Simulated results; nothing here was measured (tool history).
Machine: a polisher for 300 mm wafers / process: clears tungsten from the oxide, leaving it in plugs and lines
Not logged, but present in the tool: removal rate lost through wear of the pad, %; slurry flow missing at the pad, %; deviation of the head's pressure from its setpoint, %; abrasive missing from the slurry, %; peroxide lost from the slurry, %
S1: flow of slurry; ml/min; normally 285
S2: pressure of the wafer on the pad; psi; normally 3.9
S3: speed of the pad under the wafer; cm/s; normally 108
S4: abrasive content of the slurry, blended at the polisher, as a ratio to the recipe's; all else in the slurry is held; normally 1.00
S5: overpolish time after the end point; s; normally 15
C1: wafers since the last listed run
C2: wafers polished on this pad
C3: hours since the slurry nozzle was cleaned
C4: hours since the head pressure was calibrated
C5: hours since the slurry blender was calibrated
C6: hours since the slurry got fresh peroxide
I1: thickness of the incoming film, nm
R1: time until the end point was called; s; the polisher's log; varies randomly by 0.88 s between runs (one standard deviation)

run,day,S1,S2,S3,S4,S5,C1,C2,C3,C4,C5,C6,I1,R1
1,0.000,285,3.9,116,1.00,15,0,1084,589.6,1195.6,170.7,576.9,324.3,73.7
# day 1.379: head pressure recalibrated
2,2.808,285,3.9,116,1.00,15,823,1907,657.0,34.3,238.1,644.3,334.9,77.2
3,4.671,285,3.9,108,1.00,19,562,2470,701.7,79.0,282.8,689.0,326.4,80.0
4,7.171,285,2.6,108,0.70,22,755,3226,761.7,139.0,342.8,749.0,334.3,108.4
# day 7.896: slurry nozzle cleaned
5,9.242,285,4.5,138,1.00,15,613,3839,32.3,188.7,392.5,798.7,329.6,58.9
6,12.458,355,3.9,74,1.00,9,972,4812,109.5,265.9,469.7,875.9,333.2,93.9
# day 14.350: slurry tank refilled with fresh slurry and peroxide
7,14.675,285,3.9,108,1.00,15,657,5469,162.7,319.1,522.9,7.8,331.8,78.5
8,18.858,285,3.9,108,1.00,15,1264,6734,263.1,419.5,623.3,108.2,330.6,78.9
9,20.454,285,3.9,108,1.00,15,482,7216,301.4,457.8,661.6,146.5,331.3,78.0
10,24.438,215,5.3,108,1.20,15,1204,8420,397.0,553.4,757.2,242.1,335.1,64.8
11,27.950,285,3.4,134,1.00,19,1061,9482,481.3,637.7,841.5,326.4,329.2,77.4
# day 30.450: slurry blender recalibrated
12,31.300,220,3.9,72,0.85,11,987,10469,561.7,718.1,20.4,406.8,325.7,105.3
# day 35.567: worn pad replaced by a new one, of another model than before
13,35.588,285,3.9,132,0.90,15,1245,6,664.6,821.0,123.3,509.7,327.5,76.5
14,37.900,285,3.3,108,1.00,15,699,705,720.1,876.5,178.8,565.2,325.7,90.3
15,41.696,325,3.9,108,0.90,15,1147,1852,811.2,967.6,269.9,656.3,331.2,86.5
# day 43.079: head pressure recalibrated
# day 45.517: slurry nozzle cleaned
16,45.883,285,4.5,108,1.00,15,1227,3080,8.8,67.3,370.4,756.8,329.7,72.7
# day 47.554: slurry tank refilled with fresh slurry and peroxide
17,50.333,190,3.9,108,0.75,20,1332,4413,115.6,174.1,477.2,66.7,332.4,88.6
18,52.467,285,3.4,118,1.25,7,644,5058,166.8,225.3,528.4,117.9,334.3,79.0
19,55.225,285,5.1,108,1.00,15,833,5891,233.0,291.5,594.6,184.1,329.5,69.5
20,56.858,285,3.9,108,1.00,15,493,6385,272.2,330.7,633.8,223.3,334.3,80.9
21,59.504,320,3.9,108,1.00,15,799,7185,335.7,394.2,697.3,286.8,325.3,79.0
# day 62.767: slurry blender recalibrated
# day 65.100: worn pad replaced by a new one
22,66.654,245,4.3,108,0.75,15,2085,469,507.3,565.8,93.3,458.4,335.8,85.2
23,69.242,360,3.9,70,1.00,15,782,1251,569.4,627.9,155.4,520.5,333.2,93.7
24,71.892,380,3.0,108,1.00,15,801,2052,633.0,691.5,219.0,584.1,330.6,87.3
25,74.425,285,4.4,108,1.00,15,765,2818,693.8,752.3,279.8,644.9,329.4,79.2
26,76.712,285,3.9,80,1.00,15,691,3509,748.7,807.2,334.7,699.8,336.1,97.5
27,80.638,285,3.9,108,1.00,15,1186,4695,842.9,901.4,428.9,794.0,327.7,84.1

What if the next run were any one of these 3? Each begins from the tool's condition after run 27:
A,80.658,285,3.9,108,1.00,20,6,4702,843.4,901.9,429.4,794.5,329.6,?
B,80.658,340,3.9,94,0.90,15,6,4702,843.4,901.9,429.4,794.5,329.6,?
C,80.658,210,3.9,138,1.00,15,6,4702,843.4,901.9,429.4,794.5,329.6,?

run,R1
A,86.1
B,89.2
C,84.0
Without the tool's hidden state the same runs would have given:
run,R1
A,77.1
B,81.5
C,71.8
